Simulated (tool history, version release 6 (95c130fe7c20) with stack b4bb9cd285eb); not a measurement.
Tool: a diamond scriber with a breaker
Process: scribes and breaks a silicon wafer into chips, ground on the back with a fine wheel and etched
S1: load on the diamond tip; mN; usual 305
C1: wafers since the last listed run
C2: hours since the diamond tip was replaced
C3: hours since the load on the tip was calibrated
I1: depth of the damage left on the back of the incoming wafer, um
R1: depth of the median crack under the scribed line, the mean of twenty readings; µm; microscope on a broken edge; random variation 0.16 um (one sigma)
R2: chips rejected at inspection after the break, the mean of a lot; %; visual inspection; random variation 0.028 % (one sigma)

Run 1, hour 0: usual settings; C1 0; C2 719.7; C3 461.1; I1 0.34. Result: R1 11.11 µm, R2 1.8 %.
Run 2, hour 14.2: usual settings; C1 54; C2 733.9; C3 475.3; I1 0.34. Result: R1 10.87 µm, R2 1.95 %.
Run 3, hour 31.7: usual settings; C1 67; C2 751.4; C3 492.8; I1 0.59. Result: R1 11.02 µm, R2 2.01 %.
Run 4, hour 59.9: usual settings; C1 108; C2 779.6; C3 521; I1 0.74. Result: R1 10.87 µm, R2 2.17 %.
Run 5, hour 156.8: usual settings; C1 374; C2 876.5; C3 617.9; I1 0.59. Result: R1 10.24 µm, R2 3.01 %.
Run 6, hour 175.7: usual settings; C1 72; C2 895.4; C3 636.8; I1 0.41. Result: R1 10.47 µm, R2 2.98 %.
Run 7, hour 206.7: usual settings; C1 119; C2 926.4; C3 667.8; I1 0.41. Result: R1 10.39 µm, R2 3.46 %.
At hour 212.1: load on the tip recalibrated.
Run 8, hour 236.7: usual settings; C1 108; C2 956.4; C3 24.6; I1 0.4. Result: R1 10.37 µm, R2 3.92 %.
Run 9, hour 264.3: usual settings but S1 217 mN; C1 106; C2 984; C3 52.2; I1 0.31. Result: R1 8.84 µm, R2 9.62 %.
At hour 274: diamond tip replaced by a new one.
Run 10, hour 300.9: usual settings but S1 263 mN; C1 133; C2 26.9; C3 88.8; I1 0.61. Result: R1 11.25 µm, R2 1.19 %.
Run 11, hour 322.8: usual settings but S1 258 mN; C1 84; C2 48.8; C3 110.7; I1 0.76. Result: R1 11.28 µm, R2 1.33 %.
Run 12, hour 337.6: usual settings but S1 267 mN; C1 57; C2 63.6; C3 125.5; I1 0.53. Result: R1 11.27 µm, R2 1.15 %.
Run 13, hour 358.6: usual settings but S1 388 mN; C1 81; C2 84.6; C3 146.5; I1 0.43. Result: R1 13.12 µm, R2 1.88 %.
Run 14, hour 376.8: usual settings but S1 277 mN; C1 70; C2 102.8; C3 164.7; I1 0.53. Result: R1 11.24 µm, R2 0.99 %.

5 ways to go on from here, each from the tool as it stands after run 14. What would each give?
Run A, hour 377.4: usual settings but S1 233 mN; C1 2; C2 103.4; C3 165.3; I1 0.52. Result: R1 ?, R2 ?.
Run B, hour 377.4: usual settings but S1 339 mN; C1 2; C2 103.4; C3 165.3; I1 0.52. Result: R1 ?, R2 ?.
Run C, hour 377.4: usual settings but S1 362 mN; C1 2; C2 103.4; C3 165.3; I1 0.52. Result: R1 ?, R2 ?.
Run D, hour 377.4: usual settings but S1 275 mN; C1 2; C2 103.4; C3 165.3; I1 0.52. Result: R1 ?, R2 ?.
Run E, hour 377.4: usual settings but S1 223 mN; C1 2; C2 103.4; C3 165.3; I1 0.52. Result: R1 ?, R2 ?.

run     R1    R2
  A   11.1  2.12
  B  12.74  1.02
  C  13.08  1.33
  D  11.76  1.09
  E  10.93   2.5
Without the tool's hidden state the same runs would have given:
run     R1    R2
  A  11.15  1.99
  B   12.8  1.06
  C  13.14  1.41
  D  11.82  1.04
  E  10.99  2.36

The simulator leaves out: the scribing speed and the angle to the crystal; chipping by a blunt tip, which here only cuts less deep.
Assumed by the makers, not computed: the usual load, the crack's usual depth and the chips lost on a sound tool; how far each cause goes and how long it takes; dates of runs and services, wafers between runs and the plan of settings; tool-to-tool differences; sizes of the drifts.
